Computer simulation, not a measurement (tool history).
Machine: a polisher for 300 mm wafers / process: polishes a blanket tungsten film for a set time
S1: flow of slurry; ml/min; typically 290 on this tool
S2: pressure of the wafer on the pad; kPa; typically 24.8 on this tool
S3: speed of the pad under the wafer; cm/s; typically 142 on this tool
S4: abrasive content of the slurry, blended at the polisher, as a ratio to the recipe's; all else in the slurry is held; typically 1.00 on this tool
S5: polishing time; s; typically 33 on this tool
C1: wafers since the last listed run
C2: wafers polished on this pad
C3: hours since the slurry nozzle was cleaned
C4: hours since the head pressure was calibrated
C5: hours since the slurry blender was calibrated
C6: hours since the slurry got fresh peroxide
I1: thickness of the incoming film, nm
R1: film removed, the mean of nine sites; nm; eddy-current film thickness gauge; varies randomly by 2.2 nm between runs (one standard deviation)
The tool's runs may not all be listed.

run 1 hour=0.0 | S1=290 S2=24.8 S3=142 S4=1.00 S5=33 | C1=0 C2=5076 C3=157.3 C4=436.5 C5=273.8 C6=62.2 | I1=644.3 | R1=229.0
-- hour=23.8 worn pad replaced by a new one
run 2 hour=46.5 | S1=290 S2=24.8 S3=142 S4=1.00 S5=33 | C1=626 C2=335 C3=203.8 C4=483.0 C5=320.3 C6=108.7 | I1=657.3 | R1=230.6
run 3 hour=90.5 | S1=290 S2=24.8 S3=142 S4=1.00 S5=33 | C1=649 C2=984 C3=247.8 C4=527.0 C5=364.3 C6=152.7 | I1=660.8 | R1=225.7
run 4 hour=125.3 | S1=290 S2=24.8 S3=142 S4=1.00 S5=33 | C1=513 C2=1497 C3=282.6 C4=561.8 C5=399.1 C6=187.5 | I1=659.0 | R1=226.7
-- hour=173.9 slurry blender recalibrated
run 5 hour=177.2 | S1=290 S2=24.8 S3=142 S4=1.00 S5=33 | C1=736 C2=2233 C3=334.5 C4=613.7 C5=3.3 C6=239.4 | I1=645.1 | R1=240.1
-- hour=261.9 slurry nozzle cleaned
run 6 hour=299.1 | S1=290 S2=24.8 S3=142 S4=1.00 S5=33 | C1=1783 C2=4016 C3=37.2 C4=735.6 C5=125.2 C6=361.3 | I1=662.0 | R1=233.9
run 7 hour=348.4 | S1=290 S2=24.8 S3=142 S4=1.00 S5=25 | C1=727 C2=4744 C3=86.5 C4=784.9 C5=174.5 C6=410.6 | I1=643.6 | R1=180.2
-- hour=373.4 slurry tank refilled with fresh slurry and peroxide
-- hour=377.2 worn pad replaced by a new one
run 8 hour=417.2 | S1=325 S2=20.0 S3=116 S4=1.00 S5=40 | C1=943 C2=589 C3=155.3 C4=853.7 C5=243.3 C6=43.8 | I1=653.5 | R1=190.8
run 9 hour=441.6 | S1=290 S2=24.8 S3=142 S4=0.70 S5=33 | C1=359 C2=949 C3=179.7 C4=878.1 C5=267.7 C6=68.2 | I1=662.0 | R1=207.3
run 10 hour=484.7 | S1=290 S2=24.8 S3=160 S4=1.00 S5=38 | C1=635 C2=1585 C3=222.8 C4=921.2 C5=310.8 C6=111.3 | I1=649.6 | R1=300.4
run 11 hour=524.0 | S1=260 S2=27.6 S3=128 S4=1.15 S5=33 | C1=579 C2=2165 C3=262.1 C4=960.5 C5=350.1 C6=150.6 | I1=648.9 | R1=240.6
run 12 hour=558.0 | S1=290 S2=24.8 S3=120 S4=1.00 S5=33 | C1=501 C2=2666 C3=296.1 C4=994.5 C5=384.1 C6=184.6 | I1=656.9 | R1=195.5
-- hour=568.3 slurry blender recalibrated
run 13 hour=613.6 | S1=290 S2=28.3 S3=166 S4=0.75 S5=33 | C1=790 C2=3457 C3=351.7 C4=1050.1 C5=45.3 C6=240.2 | I1=645.8 | R1=286.9
-- hour=660.7 slurry nozzle cleaned
run 14 hour=678.6 | S1=290 S2=20.7 S3=160 S4=0.75 S5=21 | C1=944 C2=4401 C3=17.9 C4=1115.1 C5=110.3 C6=305.2 | I1=638.2 | R1=124.6
-- hour=713.1 slurry tank refilled with fresh slurry and peroxide
-- hour=735.3 worn pad replaced by a new one
run 15 hour=750.0 | S1=215 S2=24.8 S3=142 S4=1.00 S5=33 | C1=979 C2=216 C3=89.3 C4=1186.5 C5=181.7 C6=36.9 | I1=657.8 | R1=226.4
-- hour=776.8 head pressure recalibrated
run 16 hour=797.1 | S1=365 S2=24.8 S3=142 S4=1.00 S5=33 | C1=665 C2=881 C3=136.4 C4=20.3 C5=228.8 C6=84.0 | I1=655.8 | R1=239.1
run 17 hour=840.1 | S1=290 S2=22.8 S3=142 S4=1.00 S5=33 | C1=634 C2=1516 C3=179.4 C4=63.3 C5=271.8 C6=127.0 | I1=648.8 | R1=211.6
run 18 hour=868.9 | S1=380 S2=24.8 S3=142 S4=1.00 S5=33 | C1=424 C2=1940 C3=208.2 C4=92.1 C5=300.6 C6=155.8 | I1=645.7 | R1=239.9
run 19 hour=899.5 | S1=290 S2=28.3 S3=122 S4=1.00 S5=33 | C1=451 C2=2392 C3=238.8 C4=122.7 C5=331.2 C6=186.4 | I1=653.6 | R1=227.6
-- hour=936.3 slurry blender recalibrated
-- hour=1011.0 slurry nozzle cleaned
run 20 hour=1068.4 | S1=290 S2=24.8 S3=142 S4=1.00 S5=33 | C1=2447 C2=4839 C3=57.4 C4=291.6 C5=132.1 C6=355.3 | I1=651.2 | R1=237.8
run 21 hour=1097.4 | S1=290 S2=18.6 S3=128 S4=1.10 S5=33 | C1=427 C2=5267 C3=86.4 C4=320.6 C5=161.1 C6=384.3 | I1=640.1 | R1=162.8
-- hour=1105.8 worn pad replaced by a new one
-- hour=1152.4 slurry tank refilled with fresh slurry and peroxide
run 22 hour=1164.5 | S1=290 S2=24.8 S3=142 S4=1.00 S5=33 | C1=916 C2=850 C3=153.5 C4=387.7 C5=228.2 C6=12.1 | I1=646.2 | R1=231.3
run 23 hour=1215.8 | S1=290 S2=24.8 S3=160 S4=1.10 S5=33 | C1=756 C2=1607 C3=204.8 C4=439.0 C5=279.5 C6=63.4 | I1=638.7 | R1=265.3
-- hour=1277.4 slurry blender recalibrated
run 24 hour=1277.9 | S1=375 S2=26.9 S3=106 S4=1.00 S5=39 | C1=886 C2=2493 C3=266.9 C4=501.1 C5=0.5 C6=125.5 | I1=656.3 | R1=235.8
run 25 hour=1313.9 | S1=290 S2=24.8 S3=142 S4=1.00 S5=33 | C1=531 C2=3024 C3=302.9 C4=537.1 C5=36.5 C6=161.5 | I1=664.6 | R1=236.5
-- hour=1369.3 slurry nozzle cleaned
run 26 hour=1370.9 | S1=290 S2=24.8 S3=108 S4=1.00 S5=33 | C1=826 C2=3850 C3=1.6 C4=594.1 C5=93.5 C6=218.5 | I1=657.2 | R1=181.3

Below are 4 alternative next runs, each starting from the tool's condition after run 26. Predict each:
run A hour=1371.3 | S1=290 S2=24.8 S3=142 S4=1.00 S5=33 | C1=5 C2=3856 C3=2.0 C4=594.5 C5=93.9 C6=218.9 | I1=641.6 | R1=?
run B hour=1371.3 | S1=290 S2=29.6 S3=96 S4=0.90 S5=33 | C1=5 C2=3856 C3=2.0 C4=594.5 C5=93.9 C6=218.9 | I1=641.6 | R1=?
run C hour=1371.3 | S1=290 S2=22.1 S3=142 S4=0.85 S5=33 | C1=5 C2=3856 C3=2.0 C4=594.5 C5=93.9 C6=218.9 | I1=641.6 | R1=?
run D hour=1371.3 | S1=290 S2=20.7 S3=158 S4=1.00 S5=33 | C1=5 C2=3856 C3=2.0 C4=594.5 C5=93.9 C6=218.9 | I1=641.6 | R1=?

run=A R1=235.8
run=B R1=187.5
run=C R1=198.5
run=D R1=217.8
With no hidden state in the tool, these same runs would have given:
run=A R1=236.8
run=B R1=188.2
run=C R1=199.3
run=D R1=218.7
